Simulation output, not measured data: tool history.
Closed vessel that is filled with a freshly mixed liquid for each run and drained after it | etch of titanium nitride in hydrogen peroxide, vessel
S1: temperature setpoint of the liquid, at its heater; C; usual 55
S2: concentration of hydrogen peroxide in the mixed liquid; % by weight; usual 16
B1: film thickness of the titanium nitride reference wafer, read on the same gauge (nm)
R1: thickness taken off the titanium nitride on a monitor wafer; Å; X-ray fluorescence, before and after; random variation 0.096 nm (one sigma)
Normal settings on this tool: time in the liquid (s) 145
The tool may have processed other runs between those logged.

{"run": 1, "hour": 0.0, "S1": 52.5, "S2": 16, "time in the liquid (s)": 145, "B1": 120.03, "R1": 88.9}
{"run": 2, "hour": 57.6, "S1": 55, "S2": 16, "time in the liquid (s)": 185, "B1": 119.99, "R1": 134.3}
{"hour": 85.5, "done": "peroxide flow meter replaced"}
{"run": 3, "hour": 152.9, "S1": 48.5, "S2": 14, "time in the liquid (s)": 145, "B1": 119.99, "R1": 63.3}
{"hour": 191.9, "done": "thermometer replaced"}
{"run": 4, "hour": 229.3, "S1": 48.5, "S2": 14, "time in the liquid (s)": 145, "B1": 120.04, "R1": 68.4}
{"run": 5, "hour": 270.9, "S1": 48.5, "S2": 14, "time in the liquid (s)": 145, "B1": 120.03, "R1": 67.8}
{"run": 6, "hour": 376.6, "S1": 61, "S2": 16, "time in the liquid (s)": 145, "B1": 120.02, "R1": 167.2}
{"run": 7, "hour": 424.6, "S1": 61, "S2": 16, "time in the liquid (s)": 145, "B1": 120, "R1": 166.7}
{"run": 8, "hour": 506.9, "S1": 55, "S2": 16, "time in the liquid (s)": 100, "B1": 120.01, "R1": 75.6}
{"run": 9, "hour": 564.6, "S1": 55, "S2": 16, "time in the liquid (s)": 145, "B1": 119.95, "R1": 109.1}
{"run": 10, "hour": 668.5, "S1": 55, "S2": 16, "time in the liquid (s)": 145, "B1": 119.99, "R1": 108.5}
{"run": 11, "hour": 726.2, "S1": 55, "S2": 16, "time in the liquid (s)": 145, "B1": 120.02, "R1": 107.8}
{"run": 12, "hour": 839.6, "S1": 48.5, "S2": 16, "time in the liquid (s)": 210, "B1": 119.98, "R1": 96.3}
{"hour": 842.1, "done": "new drum of peroxide connected"}
{"run": 13, "hour": 914.6, "S1": 55, "S2": 16, "time in the liquid (s)": 145, "B1": 119.94, "R1": 105.4}
{"hour": 921.0, "done": "gauge calibrated"}
{"hour": 934.1, "done": "thermometer replaced"}
{"run": 14, "hour": 964.2, "S1": 55, "S2": 16, "time in the liquid (s)": 145, "B1": 120.01, "R1": 111.1}
{"run": 15, "hour": 1035.4, "S1": 63, "S2": 16, "time in the liquid (s)": 180, "B1": 120, "R1": 237.2}
{"run": 16, "hour": 1084.1, "S1": 55, "S2": 21, "time in the liquid (s)": 145, "B1": 119.98, "R1": 115.2}
{"hour": 1300.5, "done": "peroxide flow meter replaced"}
{"run": 17, "hour": 1334.8, "S1": 55, "S2": 16, "time in the liquid (s)": 145, "B1": 120.01, "R1": 109.5}
{"run": 18, "hour": 1422.1, "S1": 55, "S2": 16, "time in the liquid (s)": 145, "B1": 119.98, "R1": 107.1}
{"run": 19, "hour": 1484.9, "S1": 64, "S2": 17.5, "time in the liquid (s)": 145, "B1": 120.03, "R1": 200.4}
{"run": 20, "hour": 1538.0, "S1": 50.5, "S2": 14.5, "time in the liquid (s)": 210, "B1": 120.02, "R1": 110.7}
{"run": 21, "hour": 1596.4, "S1": 45, "S2": 19, "time in the liquid (s)": 170, "B1": 120.06, "R1": 62.2}
{"run": 22, "hour": 1675.2, "S1": 55, "S2": 16, "time in the liquid (s)": 145, "B1": 119.98, "R1": 104.9}
{"run": 23, "hour": 1751.9, "S1": 52.5, "S2": 13.5, "time in the liquid (s)": 145, "B1": 120.01, "R1": 84.2}
{"hour": 1828.1, "done": "thermometer replaced"}
{"run": 24, "hour": 1837.5, "S1": 55, "S2": 16, "time in the liquid (s)": 145, "B1": 120.02, "R1": 109.7}
{"run": 25, "hour": 1895.5, "S1": 55, "S2": 13.5, "time in the liquid (s)": 100, "B1": 119.98, "R1": 73.8}
{"run": 26, "hour": 1974.8, "S1": 55, "S2": 16, "time in the liquid (s)": 145, "B1": 119.99, "R1": 112}
{"run": 27, "hour": 2014.7, "S1": 55, "S2": 20, "time in the liquid (s)": 145, "B1": 120.02, "R1": 115.4}
{"run": 28, "hour": 2101.5, "S1": 55, "S2": 17.5, "time in the liquid (s)": 175, "B1": 120.02, "R1": 132.7}

Forecast each of these 5 alternatives for the next run:
{"run": "A", "hour": 2102.2, "S1": 55, "S2": 16, "time in the liquid (s)": 145, "B1": "?", "R1": "?"}
{"run": "B", "hour": 2102.2, "S1": 55, "S2": 20.5, "time in the liquid (s)": 80, "B1": "?", "R1": "?"}
{"run": "C", "hour": 2102.2, "S1": 59, "S2": 12.5, "time in the liquid (s)": 145, "B1": "?", "R1": "?"}
{"run": "D", "hour": 2102.2, "S1": 58, "S2": 14, "time in the liquid (s)": 210, "B1": "?", "R1": "?"}
{"run": "E", "hour": 2102.2, "S1": 49.5, "S2": 12.5, "time in the liquid (s)": 80, "B1": "?", "R1": "?"}

run=A B1=120.01 R1=109.5
run=B B1=120.01 R1=63.7
run=C B1=120.01 R1=137.3
run=D B1=120.01 R1=190
run=E B1=120.01 R1=38.7
Take away the tool's hidden state, keep each run's random variation, and the runs would have read:
run=A R1=112.4
run=B R1=65.4
run=C R1=140.8
run=D R1=195
run=E R1=39.8

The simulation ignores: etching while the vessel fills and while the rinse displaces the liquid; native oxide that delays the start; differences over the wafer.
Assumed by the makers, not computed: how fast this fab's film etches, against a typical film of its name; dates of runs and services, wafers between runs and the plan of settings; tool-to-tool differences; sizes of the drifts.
